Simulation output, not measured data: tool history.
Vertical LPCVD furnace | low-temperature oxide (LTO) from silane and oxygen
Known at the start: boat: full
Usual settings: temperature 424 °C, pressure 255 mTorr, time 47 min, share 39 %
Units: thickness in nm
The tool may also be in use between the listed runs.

run     day  temperature  pressure  time  share  wafers since the last listed run  hours since the last temperature calibration  hours since the pressure gauge was zeroed  hours since the silane flow controller was replaced  hours since the gauge calibration  read-back reference wafer on the same gauge, thickness  thickness
  1       0          424       255    47     39                                 0                                        3037.5                                     1546.2                                               5257.5                              339.3                                                  793.48     721.62
  2   0.704          424       255    47     39                               297                                        3054.4                                     1563.1                                               5274.4                              356.2                                                  793.59     722.34
  3   1.362          424       255  60.5     39                               277                                        3070.2                                     1578.9                                               5290.2                                372                                                  793.93      929.2
  4   2.592          424       255    47     39                               518                                        3099.7                                     1608.4                                               5319.7                              401.5                                                  794.82     722.41
  5   3.633          424       255    47     39                               439                                        3124.7                                     1633.4                                               5344.7                              426.5                                                  794.36     722.71
  6   4.254          424       255    47     39                               261                                        3139.6                                     1648.3                                               5359.6                              441.4                                                  793.85      724.7
  7   5.646          424       255    47     39                               587                                          3173                                     1681.7                                                 5393                              474.8                                                  795.26     724.72
      7.688  -- silane flow controller replaced
  8   7.708          424       255    47     39                               448                                        3222.5                                     1731.2                                                  0.5                              524.3                                                  795.12     724.97
  9   8.129          424       255    47     39                               177                                        3232.6                                     1741.3                                                 10.6                              534.4                                                  794.91     726.19
 10   8.783          424       255    47     39                               276                                        3248.3                                       1757                                                 26.3                              550.1                                                  795.39     724.88
      9.408  -- gauge calibrated
 11   9.475          424       255    47     39                               291                                        3264.9                                     1773.6                                                 42.9                                1.6                                                  780.43      708.4
 12  10.521          414       295    60     44                               441                                          3290                                     1798.7                                                   68                               26.7                                                  782.02    1082.69
 13  11.992          424       255    53     33                               620                                        3325.3                                       1834                                                103.3                                 62                                                  784.11     655.13
     13.171  -- pressure gauge zeroed
     13.933  -- thermocouples replaced and temperature profile calibrated
 14  15.421          424       255    47     39                               702                                          35.7                                         54                                                185.6                              144.3                                                  788.82     718.71
 15  15.933          414       200  53.5     34                               216                                            48                                       66.3                                                197.9                              156.6                                                   789.2     487.84
 16  16.862          420       220    57     36                               392                                          70.3                                       88.6                                                220.2                              178.9                                                  790.33     659.89
 17  17.888          414       275    59     46                               432                                          94.9                                      113.2                                                244.8                              203.5                                                  790.45    1044.61

The next listed run, before its measurement:
 18  18.692          424       255    47     39                               339                                         114.2                                      132.5                                                264.1                              222.8                                                       ?          ?

Run 18 gave read-back reference wafer on the same gauge, thickness 791.81, thickness 722.25 nm.
Without the tool's hidden state the same run would have given thickness 709.82 nm.
